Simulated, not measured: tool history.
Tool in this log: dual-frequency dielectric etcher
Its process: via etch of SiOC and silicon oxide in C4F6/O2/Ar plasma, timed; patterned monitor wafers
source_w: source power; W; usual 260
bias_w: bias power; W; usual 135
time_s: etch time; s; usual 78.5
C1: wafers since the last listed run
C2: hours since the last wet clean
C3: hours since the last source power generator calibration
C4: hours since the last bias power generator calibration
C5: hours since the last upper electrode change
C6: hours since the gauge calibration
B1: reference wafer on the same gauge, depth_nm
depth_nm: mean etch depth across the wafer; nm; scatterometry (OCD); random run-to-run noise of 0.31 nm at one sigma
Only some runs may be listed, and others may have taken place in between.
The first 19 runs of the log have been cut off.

-- hour=934.9 bias power generator calibrated
run 20 hour=935.4 | source_w=260 bias_w=135 time_s=78.5 | C1=693 C2=497.5 C3=532.1 C4=0.5 C5=3851.9 C6=103.4 | B1=64.8 | depth_nm=73.9
run 21 hour=998.9 | source_w=260 bias_w=150 time_s=78.5 | C1=921 C2=561.0 C3=595.6 C4=64.0 C5=3915.4 C6=166.9 | B1=64.7 | depth_nm=76.6
run 22 hour=1029.5 | source_w=260 bias_w=135 time_s=67.5 | C1=444 C2=591.6 C3=626.2 C4=94.6 C5=3946.0 C6=197.5 | B1=64.8 | depth_nm=63.4
-- hour=1072.9 upper electrode replaced
run 23 hour=1077.2 | source_w=260 bias_w=135 time_s=85.0 | C1=343 C2=639.3 C3=673.9 C4=142.3 C5=4.3 C6=245.2 | B1=64.8 | depth_nm=80.0
-- hour=1103.4 wet clean of the chamber
run 24 hour=1120.9 | source_w=260 bias_w=106 time_s=98.0 | C1=285 C2=17.5 C3=717.6 C4=186.0 C5=48.0 C6=288.9 | B1=64.8 | depth_nm=86.6
run 25 hour=1182.3 | source_w=260 bias_w=162 time_s=63.5 | C1=890 C2=78.9 C3=779.0 C4=247.4 C5=109.4 C6=350.3 | B1=64.8 | depth_nm=64.1
run 26 hour=1271.9 | source_w=260 bias_w=135 time_s=78.5 | C1=1300 C2=168.5 C3=868.6 C4=337.0 C5=199.0 C6=439.9 | B1=64.8 | depth_nm=75.2
run 27 hour=1310.1 | source_w=260 bias_w=158 time_s=62.0 | C1=554 C2=206.7 C3=906.8 C4=375.2 C5=237.2 C6=478.1 | B1=64.8 | depth_nm=61.9
run 28 hour=1354.0 | source_w=260 bias_w=135 time_s=63.0 | C1=637 C2=250.6 C3=950.7 C4=419.1 C5=281.1 C6=522.0 | B1=64.8 | depth_nm=59.4
run 29 hour=1382.3 | source_w=260 bias_w=135 time_s=78.5 | C1=410 C2=278.9 C3=979.0 C4=447.4 C5=309.4 C6=550.3 | B1=64.8 | depth_nm=73.9
run 30 hour=1433.3 | source_w=260 bias_w=135 time_s=78.5 | C1=740 C2=329.9 C3=1030.0 C4=498.4 C5=360.4 C6=601.3 | B1=64.8 | depth_nm=74.4
run 31 hour=1483.1 | source_w=260 bias_w=135 time_s=85.0 | C1=722 C2=379.7 C3=1079.8 C4=548.2 C5=410.2 C6=651.1 | B1=64.8 | depth_nm=80.5

Branching from run 31: 3 alternative next runs. What would each branch give?
run A hour=1483.5 | source_w=260 bias_w=154 time_s=78.5 | C1=5 C2=380.1 C3=1080.2 C4=548.6 C5=410.6 C6=651.5 | B1=? | depth_nm=?
run B hour=1483.5 | source_w=260 bias_w=157 time_s=93.5 | C1=5 C2=380.1 C3=1080.2 C4=548.6 C5=410.6 C6=651.5 | B1=? | depth_nm=?
run C hour=1483.5 | source_w=260 bias_w=103 time_s=58.5 | C1=5 C2=380.1 C3=1080.2 C4=548.6 C5=410.6 C6=651.5 | B1=? | depth_nm=?

run=A B1=64.8 depth_nm=77.5
run=B B1=64.8 depth_nm=92.9
run=C B1=64.8 depth_nm=50.6
What these runs would have given with no unlogged condition in the tool:
run=A depth_nm=78.7
run=B depth_nm=94.3
run=C depth_nm=51.4
